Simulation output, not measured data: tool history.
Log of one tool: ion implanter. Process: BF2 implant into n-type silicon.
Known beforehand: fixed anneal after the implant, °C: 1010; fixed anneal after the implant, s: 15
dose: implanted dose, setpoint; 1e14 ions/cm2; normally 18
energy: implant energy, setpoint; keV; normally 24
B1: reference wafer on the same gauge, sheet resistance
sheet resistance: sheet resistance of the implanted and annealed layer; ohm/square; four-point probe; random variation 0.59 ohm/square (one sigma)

run 1 hour=0 | dose=13.89 energy=28 | B1=124.9 | sheet_resistance=147.11
-- hour=15.1 Faraday cup replaced and dose calibrated
run 2 hour=39 | dose=13.89 energy=28 | B1=124.91 | sheet_resistance=147.14
run 3 hour=79.9 | dose=21.15 energy=24 | B1=125.02 | sheet_resistance=150.85
run 4 hour=158.3 | dose=21.39 energy=18.5 | B1=125.12 | sheet_resistance=169.23
run 5 hour=423.5 | dose=18 energy=26 | B1=125 | sheet_resistance=146.27
run 6 hour=707.8 | dose=18 energy=26 | B1=125.05 | sheet_resistance=146.36
run 7 hour=777.3 | dose=20.44 energy=24 | B1=125.06 | sheet_resistance=150.02
run 8 hour=939.9 | dose=18 energy=24 | B1=125.06 | sheet_resistance=151.4
run 9 hour=1038.7 | dose=18 energy=24 | B1=125.14 | sheet_resistance=150.6
run 10 hour=1133.2 | dose=18 energy=28.5 | B1=124.95 | sheet_resistance=139.18
run 11 hour=1208.5 | dose=18 energy=24 | B1=124.91 | sheet_resistance=151.19
run 12 hour=1259.5 | dose=18 energy=24 | B1=124.88 | sheet_resistance=150.67
run 13 hour=1296 | dose=18 energy=24 | B1=124.93 | sheet_resistance=149.93
run 14 hour=1354.4 | dose=18 energy=24 | B1=124.98 | sheet_resistance=150.95
run 15 hour=1423.3 | dose=18 energy=26.5 | B1=125.01 | sheet_resistance=143.72
-- hour=1438.9 Faraday cup replaced and dose calibrated
run 16 hour=1488.4 | dose=14.76 energy=26 | B1=125.17 | sheet_resistance=148.29
-- hour=1498.6 gauge calibrated
run 17 hour=1555.5 | dose=19.49 energy=29 | B1=125.09 | sheet_resistance=137.1
run 18 hour=1626.2 | dose=18 energy=24 | B1=125.02 | sheet_resistance=150
-- hour=1643.6 extraction supply calibrated
run 19 hour=1715.9 | dose=12.62 energy=21 | B1=124.98 | sheet_resistance=172.29
run 20 hour=1793 | dose=12.6 energy=20 | B1=125 | sheet_resistance=175.63
run 21 hour=1834 | dose=18 energy=24 | B1=125.08 | sheet_resistance=152.68
run 22 hour=1900.1 | dose=20.91 energy=30.5 | B1=124.89 | sheet_resistance=132.55
run 23 hour=1989.7 | dose=18 energy=20.5 | B1=124.88 | sheet_resistance=162.74
run 24 hour=2063.6 | dose=14.2 energy=17 | B1=125.13 | sheet_resistance=184.16
run 25 hour=2128.3 | dose=18 energy=24 | B1=125.11 | sheet_resistance=151.71
run 26 hour=2186.6 | dose=18 energy=18.5 | B1=125.02 | sheet_resistance=170.39
run 27 hour=2232.7 | dose=15.97 energy=31 | B1=125.19 | sheet_resistance=135.53
run 28 hour=2305.8 | dose=15.97 energy=31 | B1=125.01 | sheet_resistance=133.87
run 29 hour=2380.2 | dose=15.9 energy=32 | B1=125.06 | sheet_resistance=132.62

For some of the steps in sheet resistance from one run to the next: how much would appear even if the tool had no hidden state, given the settings, what came in and random variation, and how much remains for the hidden state plus any gauge scatter that the measured result and the result without hidden state don't share?
Hidden conditions of the tool in this case: deviation of the true dose from the Faraday cup's reading, %; deviation of the true energy from its setpoint, %; gauge reads high (%).
Run 4 -> 5: dose 21.39 -> 18, energy 18.5 -> 26. sheet resistance -22.96 ohm/square: hidden state -0.54, all else -22.42.
Run 18 -> 19: dose 18 -> 12.62, energy 24 -> 21, extraction supply calibrated. sheet resistance +22.29 ohm/square: hidden state +1.93, all else +20.36.
Run 24 -> 25: dose 14.2 -> 18, energy 17 -> 24. sheet resistance -32.45 ohm/square: hidden state -0.03, all else -32.42.
Run 26 -> 27: dose 18 -> 15.97, energy 18.5 -> 31. sheet resistance -34.86 ohm/square: hidden state +0.17, all else -35.03.
